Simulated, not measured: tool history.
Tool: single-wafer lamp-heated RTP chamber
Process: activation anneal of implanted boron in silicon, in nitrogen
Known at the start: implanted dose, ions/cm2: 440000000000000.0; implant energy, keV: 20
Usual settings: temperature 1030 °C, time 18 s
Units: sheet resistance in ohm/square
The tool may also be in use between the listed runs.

run	hour	temperature	time	read-back reference wafer on the same gauge, sheet resistance	sheet resistance
1	0	1030	18	179.64	213.68
2	32.4	1030	18	179.53	214.31
3	58.5	1030	18	179.46	213.55
4	74.7	1030	18	179.44	213.75
5	109	1030	18	179.41	214
6	125.6	1030	18	179.38	214.01
7	154	1030	18	179.35	213.47
8	175.3	1030	18	179.33	213.71
# hour 189.3: gauge calibrated
9	207.3	1041	13	182.12	216.98
# hour 228.9: reflector plate cleaned
10	236.7	1018	15	181.7	218.61
11	263.9	1030	18	181.48	215.82
# hour 291.9: pyrometer window cleaned and pyrometer calibrated
12	292.4	1030	26	181.23	215.63
13	377	1041	13	180.72	215.06
14	391	1048	25	180.73	213.55
15	410.1	1046	8	180.64	215.55
16	431	1030	18	180.53	215.22
17	464.4	1030	13	180.47	215.53

Forecast each of these 5 alternatives for the next run:
A	464.8	1014	18	?	?
B	464.8	1057	18	?	?
C	464.8	1056	9	?	?
D	464.8	1030	24	?	?
E	464.8	1007	11	?	?

run	read-back reference wafer on the same gauge, sheet resistance	sheet resistance
A	180.46	217.03
B	180.46	213.03
C	180.46	214.54
D	180.46	214.44
E	180.46	219.71
Without the tool's hidden state the same runs would have given:
run	sheet resistance
A	218.89
B	214.86
C	216.38
D	216.28
E	221.6
